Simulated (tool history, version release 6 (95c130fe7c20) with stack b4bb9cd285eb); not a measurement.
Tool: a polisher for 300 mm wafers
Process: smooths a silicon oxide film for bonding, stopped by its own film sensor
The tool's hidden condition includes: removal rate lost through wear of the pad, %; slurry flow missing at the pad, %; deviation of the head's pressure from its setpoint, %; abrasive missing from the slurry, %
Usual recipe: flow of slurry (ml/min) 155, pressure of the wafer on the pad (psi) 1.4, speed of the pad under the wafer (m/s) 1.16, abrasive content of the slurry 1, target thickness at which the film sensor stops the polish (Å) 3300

run	hour	flow of slurry (ml/min)	pressure of the wafer on the pad (psi)	speed of the pad under the wafer (m/s)	abrasive content of the slurry	target thickness at which the film sensor stops the polish (Å)	wafers since the last listed run	wafers polished on this pad	hours since the slurry nozzle was cleaned	hours since the head pressure was calibrated	hours since the slurry blender was calibrated	incoming thickness of the incoming film, nm	time until the film sensor stopped the polish (s)
1	0	155	1.4	1.16	1	3300	0	502	193.6	1248.8	376.8	382.1	101.4
2	13.4	145	1.4	1.16	0.85	3300	159	661	207	1262.2	390.2	382.8	113.5
3	23.5	145	1.4	1.16	0.85	3300	120	781	217.1	1272.3	400.3	383	113.6
4	33.5	155	1.4	1.16	0.85	3300	119	901	227.1	1282.3	410.3	380.7	112.9
5	46.4	155	1.4	1.16	1	3300	153	1054	240	1295.2	423.2	379.3	100.1
6	60	155	1.5	1.16	1	3300	161	1216	253.6	1308.8	436.8	373.4	77.5
# hour 77.4: worn pad replaced by a new one
7	77.9	155	1.5	1.16	1	3300	165	6	271.5	1326.7	454.7	379.3	91.6
8	86.3	155	1.7	1.16	0.9	3300	100	106	279.9	1335.1	463.1	379.6	84.7
9	101.1	155	1.4	1.16	1	3300	176	282	294.7	1349.9	477.9	376.9	94
# hour 112.4: slurry nozzle cleaned
10	114.7	155	1.4	1.16	1	3300	150	432	2.3	1363.5	491.5	379.3	97.8
# hour 119.6: slurry blender recalibrated
# hour 133.6: head pressure recalibrated
11	134.1	155	1.4	0.94	1	3300	183	615	21.7	0.5	14.5	380.2	99.4
12	142.5	155	1.4	1.16	1	3300	100	715	30.1	8.9	22.9	373	74
13	157.4	155	1.4	1.16	1	3300	177	893	45	23.8	37.8	386.5	99.7
14	163.6	155	1.4	1.16	1.25	3300	73	967	51.2	30	44	383.1	83.9
# hour 177.5: worn pad replaced by a new one
15	179.7	155	1.4	1.16	1	3430	144	25	67.3	46.1	60.1	385.9	77.2
16	185.8	155	1.4	1.3	0.9	3300	72	98	73.4	52.2	66.2	372.7	74
17	203	155	1	1.16	1	3300	204	303	90.6	69.4	83.4	382.3	134.7
18	218.9	155	1.4	1.16	1	3300	189	492	106.5	85.3	99.3	384.7	103.3
19	225	205	1.4	1.56	1	3300	72	565	112.6	91.4	105.4	382.7	79.1
20	235.1	180	1.4	1.16	1	3300	120	685	122.7	101.5	115.5	381.6	94.5
21	243.3	155	1.4	1.16	0.8	3300	97	783	130.9	109.7	123.7	381.6	107.1
22	259.2	155	1.4	1.16	1	3300	189	972	146.8	125.6	139.6	381	97.2
23	274.4	155	1.4	1.16	1	3140	180	1153	162	140.8	154.8	381.1	123
# hour 284.1: worn pad replaced by a new one
24	288.3	205	1.4	1.16	1	3300	117	49	175.9	154.7	168.7	387.2	103
25	303.1	155	1.4	1	1	3300	176	225	190.7	169.5	183.5	382.3	108.4
26	309.5	155	1.4	1.28	1	3410	76	301	197.1	175.9	189.9	385.4	80.4
27	315.8	180	1.4	0.82	0.8	3420	75	376	203.4	182.2	196.2	381.4	102.6
28	326.6	195	1.4	1.16	1	3300	128	505	214.2	193	207	379.1	90.8
29	343.9	135	1.4	1.16	1	3300	205	711	231.5	210.3	224.3	376.3	94.3
30	353.5	155	1.4	1.16	1	3300	114	825	241.1	219.9	233.9	375	86.8
31	366.1	155	1.2	1.04	1	3300	150	975	253.7	232.5	246.5	379.3	118.7

Below, some changes in time until the film sensor stopped the polish (s) between adjacent runs. For each, the amount present without the hidden state too (settings, incoming material, random variation) and the amount remaining for the hidden state with gauge scatter not shared by both compared results:
Run 10 -> 11: speed of the pad under the wafer (m/s) 1.16 -> 0.94, slurry blender recalibrated, head pressure recalibrated. time until the film sensor stopped the polish (s) +1.6: hidden state -12.3, all else +13.9.
Run 16 -> 17: pressure of the wafer on the pad (psi) 1.4 -> 1, speed of the pad under the wafer (m/s) 1.3 -> 1.16, abrasive content of the slurry 0.9 -> 1. time until the film sensor stopped the polish (s) +60.7: hidden state +4.3, all else +56.4.
Run 17 -> 18: pressure of the wafer on the pad (psi) 1 -> 1.4. time until the film sensor stopped the polish (s) -31.4: hidden state -1.2, all else -30.2.
Run 30 -> 31: pressure of the wafer on the pad (psi) 1.4 -> 1.2, speed of the pad under the wafer (m/s) 1.16 -> 1.04. time until the film sensor stopped the polish (s) +31.9: hidden state +4.1, all else +27.8.
